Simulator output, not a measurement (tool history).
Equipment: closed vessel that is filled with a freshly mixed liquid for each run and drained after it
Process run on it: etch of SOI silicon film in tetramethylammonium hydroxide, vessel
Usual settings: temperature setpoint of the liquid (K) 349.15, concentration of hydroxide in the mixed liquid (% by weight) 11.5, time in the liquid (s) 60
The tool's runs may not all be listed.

run,hour,temperature setpoint of the liquid (K),concentration of hydroxide in the mixed liquid (% by weight),time in the liquid (s),"read-back film thickness of the SOI silicon film reference wafer, read on the same gauge (nm)",thickness taken off the SOI silicon film on a monitor wafer (angstrom)
1,0,349.15,11.5,60,40.03,5251.3
2,97.2,349.15,11.5,60,40.02,5200.9
3,181.7,349.15,11.5,60,39.97,5233.9
4,287.8,352.15,11.5,60,40.04,6047.3
5,338,349.15,11.5,60,40.04,5137.9
6,404,349.15,11.5,60,40.02,5224.4
7,488.3,349.15,11.5,60,39.97,5115.2
8,552.4,349.15,11.5,70,40.04,5952.8
9,617.9,349.15,11.5,70,40.03,5873.3
10,668.1,349.15,11.5,70,40.02,5920.9
11,724.5,349.15,10.5,80,39.96,6945.2
12,788.7,349.15,10.5,80,39.97,6893.8
13,887,349.15,11.5,60,40.02,4977.5
14,1168.6,349.15,11.5,60,40.05,4879.2
# hour 1187.7: thermometer replaced
15,1226.1,342.65,13,30,40.03,1734.2
16,1271.1,342.65,13,30,40.01,1753.6
17,1328.1,349.15,11.5,60,40.03,5423.2
18,1433,351.65,9.5,45,40.03,4874.8
19,1477.8,349.15,11.5,70,40.04,6123.3
# hour 1639.7: gauge calibrated
20,1713.4,342.65,9,50,40.03,3294.9
# hour 1755.9: hydroxide flow meter replaced
21,1757.3,352.15,11.5,40,40.01,4105.1
22,1844.4,349.15,11.5,60,40.01,5191.9
23,1940.5,352.15,13,35,40.07,3427.9
24,2019.8,349.15,13,60,40.01,4860.4
25,2093.6,356.65,13.5,30,39.97,3658.6
26,2199.4,349.15,8.5,60,40.02,5731.3
27,2256,349.15,11.5,60,40.05,5055.7

For run 28, what comes out?
28,2329.7,349.15,11.5,45,?,?

read-back film thickness of the SOI silicon film reference wafer, read on the same gauge (nm): 39.99
thickness taken off the SOI silicon film on a monitor wafer (angstrom): 3842.6
With no hidden state in the tool, this same run would have given thickness taken off the SOI silicon film on a monitor wafer (angstrom) 4104.7.

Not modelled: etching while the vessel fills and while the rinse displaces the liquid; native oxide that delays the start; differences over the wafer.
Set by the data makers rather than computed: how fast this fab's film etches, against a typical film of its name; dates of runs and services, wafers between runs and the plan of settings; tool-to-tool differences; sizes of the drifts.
